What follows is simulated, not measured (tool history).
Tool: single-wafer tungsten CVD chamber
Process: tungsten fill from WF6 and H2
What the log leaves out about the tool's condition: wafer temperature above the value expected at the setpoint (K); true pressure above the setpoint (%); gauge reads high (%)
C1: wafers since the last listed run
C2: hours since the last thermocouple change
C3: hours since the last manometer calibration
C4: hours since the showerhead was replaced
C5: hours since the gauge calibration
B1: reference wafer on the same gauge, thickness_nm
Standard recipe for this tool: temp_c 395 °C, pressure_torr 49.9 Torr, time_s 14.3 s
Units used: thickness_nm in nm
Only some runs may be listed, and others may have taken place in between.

run 1 day=0 | temp_c=385 pressure_torr=49.9 time_s=14.3 | C1=0 C2=718 C3=1301 C4=5633.4 C5=93 | B1=37.688 | thickness_nm=39.179
run 2 day=0.617 | temp_c=385 pressure_torr=49.9 time_s=14.3 | C1=635 C2=732.8 C3=1315.8 C4=5648.2 C5=107.8 | B1=37.813 | thickness_nm=38.858
run 3 day=0.971 | temp_c=395 pressure_torr=49.9 time_s=14.3 | C1=364 C2=741.3 C3=1324.3 C4=5656.7 C5=116.3 | B1=37.641 | thickness_nm=46.155
run 4 day=1.325 | temp_c=395 pressure_torr=49.9 time_s=14.3 | C1=364 C2=749.8 C3=1332.8 C4=5665.2 C5=124.8 | B1=37.618 | thickness_nm=46.403
run 5 day=1.679 | temp_c=395 pressure_torr=49.9 time_s=12.6 | C1=364 C2=758.3 C3=1341.3 C4=5673.7 C5=133.3 | B1=37.715 | thickness_nm=41.008
run 6 day=2.358 | temp_c=395 pressure_torr=49.9 time_s=12.6 | C1=699 C2=774.6 C3=1357.6 C4=5690 C5=149.6 | B1=37.677 | thickness_nm=40.505
run 7 day=3.054 | temp_c=395 pressure_torr=49.9 time_s=12.6 | C1=716 C2=791.3 C3=1374.3 C4=5706.7 C5=166.3 | B1=37.65 | thickness_nm=40.747
run 8 day=3.392 | temp_c=395 pressure_torr=49.9 time_s=14.3 | C1=347 C2=799.4 C3=1382.4 C4=5714.8 C5=174.4 | B1=37.678 | thickness_nm=46.313
run 9 day=3.783 | temp_c=395 pressure_torr=49.9 time_s=14.3 | C1=403 C2=808.8 C3=1391.8 C4=5724.2 C5=183.8 | B1=37.677 | thickness_nm=46.494
run 10 day=4.092 | temp_c=395 pressure_torr=49.9 time_s=14.3 | C1=317 C2=816.2 C3=1399.2 C4=5731.6 C5=191.2 | B1=37.624 | thickness_nm=46.254
run 11 day=4.625 | temp_c=395 pressure_torr=49.9 time_s=14.3 | C1=549 C2=829 C3=1412 C4=5744.4 C5=204 | B1=37.647 | thickness_nm=46.574
run 12 day=5.258 | temp_c=395 pressure_torr=49.9 time_s=14.3 | C1=652 C2=844.2 C3=1427.2 C4=5759.6 C5=219.2 | B1=37.715 | thickness_nm=46.349
run 13 day=5.833 | temp_c=395 pressure_torr=49.9 time_s=14.3 | C1=592 C2=858 C3=1441 C4=5773.4 C5=233 | B1=37.681 | thickness_nm=46.929
run 14 day=6.462 | temp_c=395 pressure_torr=49.9 time_s=15.8 | C1=648 C2=873.1 C3=1456.1 C4=5788.5 C5=248.1 | B1=37.726 | thickness_nm=51.589
run 15 day=7.204 | temp_c=403 pressure_torr=49.9 time_s=14.3 | C1=763 C2=890.9 C3=1473.9 C4=5806.3 C5=265.9 | B1=37.795 | thickness_nm=53.047
run 16 day=8.221 | temp_c=403 pressure_torr=49.9 time_s=14.3 | C1=1047 C2=915.3 C3=1498.3 C4=5830.7 C5=290.3 | B1=37.627 | thickness_nm=53.436
run 17 day=8.746 | temp_c=403 pressure_torr=49.9 time_s=14.3 | C1=540 C2=927.9 C3=1510.9 C4=5843.3 C5=302.9 | B1=37.612 | thickness_nm=52.569
run 18 day=9.112 | temp_c=395 pressure_torr=49.9 time_s=14.3 | C1=377 C2=936.7 C3=1519.7 C4=5852.1 C5=311.7 | B1=37.699 | thickness_nm=46.484
-- day=9.871 showerhead replaced
run 19 day=9.892 | temp_c=395 pressure_torr=49.9 time_s=11.6 | C1=459 C2=955.4 C3=1538.4 C4=0.5 C5=330.4 | B1=37.601 | thickness_nm=37.965
run 20 day=9.979 | temp_c=395 pressure_torr=49.9 time_s=12.6 | C1=90 C2=957.5 C3=1540.5 C4=2.6 C5=332.5 | B1=37.655 | thickness_nm=41.659
run 21 day=10.692 | temp_c=383 pressure_torr=42.6 time_s=15.7 | C1=733 C2=974.6 C3=1557.6 C4=19.7 C5=349.6 | B1=37.725 | thickness_nm=39.417
run 22 day=11.217 | temp_c=395 pressure_torr=49.9 time_s=13 | C1=540 C2=987.2 C3=1570.2 C4=32.3 C5=362.2 | B1=37.714 | thickness_nm=42.57
-- day=11.488 gauge calibrated
run 23 day=12.996 | temp_c=395 pressure_torr=58.7 time_s=16.7 | C1=1832 C2=1029.9 C3=1612.9 C4=75 C5=36.2 | B1=37.766 | thickness_nm=58.703
-- day=13.629 capacitance manometer re-zeroed and calibrated
-- day=13.946 thermocouple changed; heater temperature recalibrated
run 24 day=13.967 | temp_c=395 pressure_torr=44 time_s=15.3 | C1=328 C2=0.5 C3=8.1 C4=98.3 C5=59.5 | B1=37.628 | thickness_nm=45.028
run 25 day=13.979 | temp_c=395 pressure_torr=40.8 time_s=16.2 | C1=12 C2=0.8 C3=8.4 C4=98.6 C5=59.8 | B1=37.685 | thickness_nm=46.465
run 26 day=14.238 | temp_c=395 pressure_torr=57.3 time_s=14.3 | C1=266 C2=7 C3=14.6 C4=104.8 C5=66 | B1=37.695 | thickness_nm=47.477
run 27 day=14.717 | temp_c=395 pressure_torr=49.9 time_s=14.3 | C1=493 C2=18.5 C3=26.1 C4=116.3 C5=77.5 | B1=37.747 | thickness_nm=44.375
run 28 day=15.642 | temp_c=381 pressure_torr=43.3 time_s=14.3 | C1=952 C2=40.7 C3=48.3 C4=138.5 C5=99.7 | B1=37.709 | thickness_nm=33.109
run 29 day=15.979 | temp_c=395 pressure_torr=46.1 time_s=16.8 | C1=347 C2=48.8 C3=56.4 C4=146.6 C5=107.8 | B1=37.717 | thickness_nm=50.312
run 30 day=16.288 | temp_c=395 pressure_torr=49.9 time_s=15.6 | C1=317 C2=56.2 C3=63.8 C4=154 C5=115.2 | B1=37.737 | thickness_nm=48.542
run 31 day=16.546 | temp_c=395 pressure_torr=38.6 time_s=13.2 | C1=266 C2=62.4 C3=70 C4=160.2 C5=121.4 | B1=37.667 | thickness_nm=37.367
run 32 day=16.883 | temp_c=395 pressure_torr=60.8 time_s=14.3 | C1=347 C2=70.5 C3=78.1 C4=168.3 C5=129.5 | B1=37.671 | thickness_nm=48.836
run 33 day=17.812 | temp_c=405 pressure_torr=38.5 time_s=16.8 | C1=957 C2=92.8 C3=100.4 C4=190.6 C5=151.8 | B1=37.623 | thickness_nm=54.966
run 34 day=18.471 | temp_c=395 pressure_torr=37.9 time_s=14.3 | C1=678 C2=108.6 C3=116.2 C4=206.4 C5=167.6 | B1=37.675 | thickness_nm=40.161

3 options for the next run, each taken on its own from the tool as it stands now. Forecast them:
run A day=18.488 | temp_c=395 pressure_torr=49.9 time_s=12.2 | C1=17 C2=109 C3=116.6 C4=206.8 C5=168 | B1=? | thickness_nm=?
run B day=18.488 | temp_c=395 pressure_torr=39.3 time_s=14.3 | C1=17 C2=109 C3=116.6 C4=206.8 C5=168 | B1=? | thickness_nm=?
run C day=18.488 | temp_c=395 pressure_torr=57.7 time_s=14.3 | C1=17 C2=109 C3=116.6 C4=206.8 C5=168 | B1=? | thickness_nm=?

run=A B1=37.611 thickness_nm=37.991
run=B B1=37.611 thickness_nm=40.187
run=C B1=37.611 thickness_nm=47.399
With no hidden state in the tool, these same runs would have given:
run=A thickness_nm=37.338
run=B thickness_nm=39.497
run=C thickness_nm=46.585
